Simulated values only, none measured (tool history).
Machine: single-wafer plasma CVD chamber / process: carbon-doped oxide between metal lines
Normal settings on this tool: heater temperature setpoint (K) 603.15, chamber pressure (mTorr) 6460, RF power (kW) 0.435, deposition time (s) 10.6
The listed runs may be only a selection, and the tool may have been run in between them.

run	day	heater temperature setpoint (K)	chamber pressure (mTorr)	RF power (kW)	deposition time (s)	read-back reference wafer on the same gauge, thickness_nm	mean film thickness on the monitor wafer (angstrom)
1	0	603.15	5350	0.435	10.6	65.292	588.21
2	0.542	603.15	5350	0.435	10.6	65.291	587.32
3	1.7	603.15	6460	0.435	10.6	65.286	604.81
4	2.596	603.15	6460	0.435	10.6	65.301	603.72
5	3.488	603.15	6460	0.435	10.6	65.302	602.8
6	4.204	603.15	6460	0.435	10.6	65.316	600.94
7	5.046	603.15	5330	0.435	10.6	65.29	582.68
8	6.15	603.15	6460	0.495	10.6	65.295	672.07
# day 6.379: gauge calibrated
# day 7.05: capacitance manometer re-zeroed and calibrated
9	7.192	603.15	6460	0.435	10.6	65.323	599.4
10	8.342	596.15	5750	0.49	11.6	65.308	732.67
# day 9.296: showerhead replaced
11	9.604	593.15	7330	0.37	11.6	65.317	579.53
12	10.429	615.15	6460	0.495	10.6	65.288	642.33
13	11.417	610.15	5040	0.515	8.9	65.294	541.87
14	12.05	591.15	7600	0.465	9.8	65.285	622.81
15	12.721	603.15	5790	0.435	10.6	65.32	585.89
16	13.262	603.15	5670	0.435	10.6	65.313	581.94
17	15.342	603.15	7930	0.48	10.6	65.321	659.12
18	16.092	603.15	7370	0.435	9	65.305	510.78
19	16.862	595.15	5140	0.405	10.6	65.309	547.5
20	17.896	597.15	4980	0.435	11.8	65.301	640.33
21	18.533	603.15	6460	0.435	10.6	65.292	592.42
22	19.312	589.15	6460	0.435	10.6	65.29	622.36
23	20.492	603.15	6460	0.435	10.6	65.305	591
24	21.458	603.15	6460	0.46	10.6	65.311	622.25
25	22.792	603.15	6460	0.435	10.6	65.284	590.06
26	23.438	616.15	5660	0.5	10.6	65.31	624.63
27	24.004	591.15	6930	0.375	8.9	65.299	448.2
28	24.704	594.15	6460	0.435	9.6	65.272	551.67
29	26.183	603.15	6460	0.435	10.6	65.282	586.06

A few steps of mean film thickness on the monitor wafer (angstrom) between consecutive runs. Split each: what settings, incoming material and random variation would produce without the hidden state, and what is left over for the hidden state, along with gauge scatter present in only one of the two compared results (measured, and without hidden state):
Hidden conditions of the tool in this case: wafer temperature above the value expected at the setpoint (K); delivered RF power above the setpoint (%); true pressure above the setpoint (%); gauge reads high (%).
Run 10 -> 11: heater temperature setpoint (K) 596.15 -> 593.15, chamber pressure (mTorr) 5750 -> 7330, RF power (kW) 0.49 -> 0.37, showerhead replaced. mean film thickness on the monitor wafer (angstrom) -153.14: hidden state -0.71, all else -152.43.
Run 19 -> 20: heater temperature setpoint (K) 595.15 -> 597.15, chamber pressure (mTorr) 5140 -> 4980, RF power (kW) 0.405 -> 0.435, deposition time (s) 10.6 -> 11.8. mean film thickness on the monitor wafer (angstrom) +92.83: hidden state -3.08, all else +95.91.
Run 26 -> 27: heater temperature setpoint (K) 616.15 -> 591.15, chamber pressure (mTorr) 5660 -> 6930, RF power (kW) 0.5 -> 0.375, deposition time (s) 10.6 -> 8.9. mean film thickness on the monitor wafer (angstrom) -176.43: hidden state +1.8, all else -178.23.
Run 27 -> 28: heater temperature setpoint (K) 591.15 -> 594.15, chamber pressure (mTorr) 6930 -> 6460, RF power (kW) 0.375 -> 0.435, deposition time (s) 8.9 -> 9.6. mean film thickness on the monitor wafer (angstrom) +103.47: hidden state -3.2, all else +106.67.

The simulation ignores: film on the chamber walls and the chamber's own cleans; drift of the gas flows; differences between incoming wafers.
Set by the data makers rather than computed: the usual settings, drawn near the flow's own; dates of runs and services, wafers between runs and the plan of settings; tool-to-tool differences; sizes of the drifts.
